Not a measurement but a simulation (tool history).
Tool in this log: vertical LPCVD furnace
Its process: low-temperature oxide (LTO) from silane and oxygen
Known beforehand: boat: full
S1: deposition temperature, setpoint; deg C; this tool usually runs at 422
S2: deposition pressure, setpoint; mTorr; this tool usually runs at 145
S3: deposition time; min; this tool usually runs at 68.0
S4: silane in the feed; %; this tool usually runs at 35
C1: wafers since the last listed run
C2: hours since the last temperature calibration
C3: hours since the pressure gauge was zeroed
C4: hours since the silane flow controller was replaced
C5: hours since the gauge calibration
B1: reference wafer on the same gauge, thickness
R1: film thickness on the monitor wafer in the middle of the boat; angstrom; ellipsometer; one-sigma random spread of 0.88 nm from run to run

run	hour	S1	S2	S3	S4	C1	C2	C3	C4	C5	B1	R1
1	0.0	419	145	68.0	35	0	1682.4	3411.4	5532.1	305.8	548.09	4594.6
2	21.4	419	145	68.0	35	253	1703.8	3432.8	5553.5	327.2	548.05	4583.8
3	33.9	422	145	68.0	35	148	1716.3	3445.3	5566.0	339.7	547.98	4739.8
4	46.1	422	145	68.0	35	144	1728.5	3457.5	5578.2	351.9	548.09	4733.8
5	65.8	422	145	68.0	31	233	1748.2	3477.2	5597.9	371.6	548.15	4040.3
6	94.1	422	145	68.0	31	335	1776.5	3505.5	5626.2	399.9	547.96	4039.6
7	112.4	422	125	68.0	35	216	1794.8	3523.8	5644.5	418.2	548.11	4086.8
8	177.5	422	125	68.0	35	771	1859.9	3588.9	5709.6	483.3	548.07	4086.6
# hour 219.1: silane flow controller replaced
9	219.6	422	125	68.0	35	214	1902.0	3631.0	0.5	525.4	547.90	4091.4
10	230.2	416	150	68.0	35	125	1912.6	3641.6	11.1	536.0	548.15	4610.4
# hour 230.8: gauge calibrated
11	249.0	416	150	68.0	35	222	1931.4	3660.4	29.9	18.2	547.78	4602.4
12	268.9	416	150	68.0	35	235	1951.3	3680.3	49.8	38.1	548.26	4615.1
13	282.8	418	145	68.0	35	164	1965.2	3694.2	63.7	52.0	548.06	4557.3
14	312.4	422	145	60.5	35	350	1994.8	3723.8	93.3	81.6	548.01	4222.9
15	328.1	418	175	68.0	28	186	2010.5	3739.5	109.0	97.3	548.03	4048.8
16	351.6	433	145	68.0	35	278	2034.0	3763.0	132.5	120.8	548.05	5325.0
17	377.2	430	175	95.0	41	303	2059.6	3788.6	158.1	146.4	547.94	10428.1
18	404.2	415	175	81.5	39	319	2086.6	3815.6	185.1	173.4	547.79	7292.6
# hour 430.8: pressure gauge zeroed
# hour 442.7: thermocouples replaced and temperature profile calibrated
19	443.2	422	125	68.0	35	36	0.5	12.4	224.1	212.4	547.96	3961.6
20	448.7	419	145	68.0	38	65	6.0	17.9	229.6	217.9	548.00	4911.7

What will run 21 give?
21	454.1	422	145	68.0	35	63	11.4	23.3	235.0	223.3	?	?

B1: 548.25
R1: 4586.8 angstrom
Without the tool's hidden state the same run would have given R1 4585.0 angstrom.
